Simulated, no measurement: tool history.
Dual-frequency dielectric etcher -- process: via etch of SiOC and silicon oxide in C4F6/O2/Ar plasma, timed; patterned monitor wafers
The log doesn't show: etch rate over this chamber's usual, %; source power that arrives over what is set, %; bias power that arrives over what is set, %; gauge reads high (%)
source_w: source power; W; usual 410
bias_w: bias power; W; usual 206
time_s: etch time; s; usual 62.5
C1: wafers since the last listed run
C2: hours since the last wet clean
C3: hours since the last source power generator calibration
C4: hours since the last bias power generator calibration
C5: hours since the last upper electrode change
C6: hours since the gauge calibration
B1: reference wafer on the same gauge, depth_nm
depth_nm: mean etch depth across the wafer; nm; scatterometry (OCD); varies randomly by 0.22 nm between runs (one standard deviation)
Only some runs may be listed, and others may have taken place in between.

{"run": 1, "hour": 0.0, "source_w": 470, "bias_w": 206, "time_s": 62.5, "C1": 0, "C2": 6.3, "C3": 2732.8, "C4": 1338.9, "C5": 4270.2, "C6": 326.9, "B1": 80.5, "depth_nm": 81.5}
{"run": 2, "hour": 51.8, "source_w": 410, "bias_w": 206, "time_s": 62.5, "C1": 691, "C2": 58.1, "C3": 2784.6, "C4": 1390.7, "C5": 4322, "C6": 378.7, "B1": 80.5, "depth_nm": 75.9}
{"run": 3, "hour": 148.7, "source_w": 450, "bias_w": 206, "time_s": 62.5, "C1": 1292, "C2": 155, "C3": 2881.5, "C4": 1487.6, "C5": 4418.9, "C6": 475.6, "B1": 80.5, "depth_nm": 79.1}
{"run": 4, "hour": 247.5, "source_w": 450, "bias_w": 206, "time_s": 62.5, "C1": 1318, "C2": 253.8, "C3": 2980.3, "C4": 1586.4, "C5": 4517.7, "C6": 574.4, "B1": 80.5, "depth_nm": 78.8}
{"run": 5, "hour": 349.0, "source_w": 340, "bias_w": 206, "time_s": 62.5, "C1": 1354, "C2": 355.3, "C3": 3081.8, "C4": 1687.9, "C5": 4619.2, "C6": 675.9, "B1": 80.5, "depth_nm": 67.1}
{"run": 6, "hour": 438.0, "source_w": 340, "bias_w": 206, "time_s": 62.5, "C1": 1187, "C2": 444.3, "C3": 3170.8, "C4": 1776.9, "C5": 4708.2, "C6": 764.9, "B1": 80.5, "depth_nm": 66.5}
{"run": 7, "hour": 482.2, "source_w": 340, "bias_w": 206, "time_s": 62.5, "C1": 589, "C2": 488.5, "C3": 3215, "C4": 1821.1, "C5": 4752.4, "C6": 809.1, "B1": 80.5, "depth_nm": 66.6}
{"run": 8, "hour": 524.8, "source_w": 480, "bias_w": 206, "time_s": 76, "C1": 568, "C2": 531.1, "C3": 3257.6, "C4": 1863.7, "C5": 4795, "C6": 851.7, "B1": 80.4, "depth_nm": 97.9}
{"run": 9, "hour": 566.1, "source_w": 410, "bias_w": 206, "time_s": 62.5, "C1": 551, "C2": 572.4, "C3": 3298.9, "C4": 1905, "C5": 4836.3, "C6": 893, "B1": 80.5, "depth_nm": 74.1}
{"hour": 599.6, "done": "wet clean of the chamber"}
{"hour": 644.7, "done": "upper electrode replaced"}
{"run": 10, "hour": 652.4, "source_w": 410, "bias_w": 206, "time_s": 62.5, "C1": 511, "C2": 52.8, "C3": 3385.2, "C4": 1991.3, "C5": 7.7, "C6": 979.3, "B1": 80.5, "depth_nm": 75.8}
{"run": 11, "hour": 700.9, "source_w": 410, "bias_w": 228, "time_s": 62.5, "C1": 647, "C2": 101.3, "C3": 3433.7, "C4": 2039.8, "C5": 56.2, "C6": 1027.8, "B1": 80.5, "depth_nm": 78.1}
{"run": 12, "hour": 743.6, "source_w": 410, "bias_w": 228, "time_s": 62.5, "C1": 569, "C2": 144, "C3": 3476.4, "C4": 2082.5, "C5": 98.9, "C6": 1070.5, "B1": 80.5, "depth_nm": 77.6}
{"run": 13, "hour": 842.3, "source_w": 310, "bias_w": 226, "time_s": 51, "C1": 1316, "C2": 242.7, "C3": 3575.1, "C4": 2181.2, "C5": 197.6, "C6": 1169.2, "B1": 80.5, "depth_nm": 53.8}
{"hour": 846.5, "done": "gauge calibrated"}
{"run": 14, "hour": 998.5, "source_w": 380, "bias_w": 159, "time_s": 80.5, "C1": 2084, "C2": 398.9, "C3": 3731.3, "C4": 2337.4, "C5": 353.8, "C6": 152, "B1": 80.5, "depth_nm": 85.5}
{"hour": 1055.6, "done": "wet clean of the chamber"}
{"hour": 1083.8, "done": "bias power generator calibrated"}
{"run": 15, "hour": 1096.4, "source_w": 410, "bias_w": 206, "time_s": 62.5, "C1": 932, "C2": 40.8, "C3": 3829.2, "C4": 12.6, "C5": 451.7, "C6": 249.9, "B1": 80.4, "depth_nm": 75.9}
{"hour": 1107.6, "done": "source power generator calibrated"}
{"run": 16, "hour": 1163.3, "source_w": 410, "bias_w": 223, "time_s": 68.5, "C1": 839, "C2": 107.7, "C3": 55.7, "C4": 79.5, "C5": 518.6, "C6": 316.8, "B1": 80.5, "depth_nm": 88.1}
{"run": 17, "hour": 1249.9, "source_w": 410, "bias_w": 228, "time_s": 62.5, "C1": 1155, "C2": 194.3, "C3": 142.3, "C4": 166.1, "C5": 605.2, "C6": 403.4, "B1": 80.5, "depth_nm": 80.7}
{"run": 18, "hour": 1339.2, "source_w": 340, "bias_w": 206, "time_s": 62.5, "C1": 1191, "C2": 283.6, "C3": 231.6, "C4": 255.4, "C5": 694.5, "C6": 492.7, "B1": 80.5, "depth_nm": 69.3}
{"run": 19, "hour": 1407.1, "source_w": 410, "bias_w": 228, "time_s": 62.5, "C1": 905, "C2": 351.5, "C3": 299.5, "C4": 323.3, "C5": 762.4, "C6": 560.6, "B1": 80.5, "depth_nm": 79.2}
{"run": 20, "hour": 1465.6, "source_w": 440, "bias_w": 178, "time_s": 67.5, "C1": 780, "C2": 410, "C3": 358, "C4": 381.8, "C5": 820.9, "C6": 619.1, "B1": 80.4, "depth_nm": 82.6}
{"hour": 1574.5, "done": "wet clean of the chamber"}
{"run": 21, "hour": 1575.0, "source_w": 370, "bias_w": 206, "time_s": 54.5, "C1": 1139, "C2": 0.5, "C3": 467.4, "C4": 491.2, "C5": 930.3, "C6": 728.5, "B1": 80.5, "depth_nm": 64}
{"run": 22, "hour": 1635.0, "source_w": 490, "bias_w": 206, "time_s": 62.5, "C1": 800, "C2": 60.5, "C3": 527.4, "C4": 551.2, "C5": 990.3, "C6": 788.5, "B1": 80.5, "depth_nm": 84.9}
{"run": 23, "hour": 1709.8, "source_w": 460, "bias_w": 156, "time_s": 80.5, "C1": 998, "C2": 135.3, "C3": 602.2, "C4": 626, "C5": 1065.1, "C6": 863.3, "B1": 80.6, "depth_nm": 97.7}
{"run": 24, "hour": 1811.3, "source_w": 410, "bias_w": 206, "time_s": 48, "C1": 1354, "C2": 236.8, "C3": 703.7, "C4": 727.5, "C5": 1166.6, "C6": 964.8, "B1": 80.5, "depth_nm": 58.8}

What if the next run were any one of these 4? Each begins from the tool's condition after run 24:
{"run": "A", "hour": 1811.7, "source_w": 410, "bias_w": 206, "time_s": 62.5, "C1": 5, "C2": 237.2, "C3": 704.1, "C4": 727.9, "C5": 1167, "C6": 965.2, "B1": "?", "depth_nm": "?"}
{"run": "B", "hour": 1811.7, "source_w": 410, "bias_w": 206, "time_s": 70, "C1": 5, "C2": 237.2, "C3": 704.1, "C4": 727.9, "C5": 1167, "C6": 965.2, "B1": "?", "depth_nm": "?"}
{"run": "C", "hour": 1811.7, "source_w": 460, "bias_w": 206, "time_s": 62.5, "C1": 5, "C2": 237.2, "C3": 704.1, "C4": 727.9, "C5": 1167, "C6": 965.2, "B1": "?", "depth_nm": "?"}
{"run": "D", "hour": 1811.7, "source_w": 440, "bias_w": 169, "time_s": 62.5, "C1": 5, "C2": 237.2, "C3": 704.1, "C4": 727.9, "C5": 1167, "C6": 965.2, "B1": "?", "depth_nm": "?"}

run=A B1=80.5 depth_nm=76.3
run=B B1=80.5 depth_nm=85.5
run=C B1=80.5 depth_nm=81.1
run=D B1=80.5 depth_nm=75
Without the tool's unlogged condition, the same runs would have read:
run=A depth_nm=78.2
run=B depth_nm=87.6
run=C depth_nm=83.1
run=D depth_nm=76.9

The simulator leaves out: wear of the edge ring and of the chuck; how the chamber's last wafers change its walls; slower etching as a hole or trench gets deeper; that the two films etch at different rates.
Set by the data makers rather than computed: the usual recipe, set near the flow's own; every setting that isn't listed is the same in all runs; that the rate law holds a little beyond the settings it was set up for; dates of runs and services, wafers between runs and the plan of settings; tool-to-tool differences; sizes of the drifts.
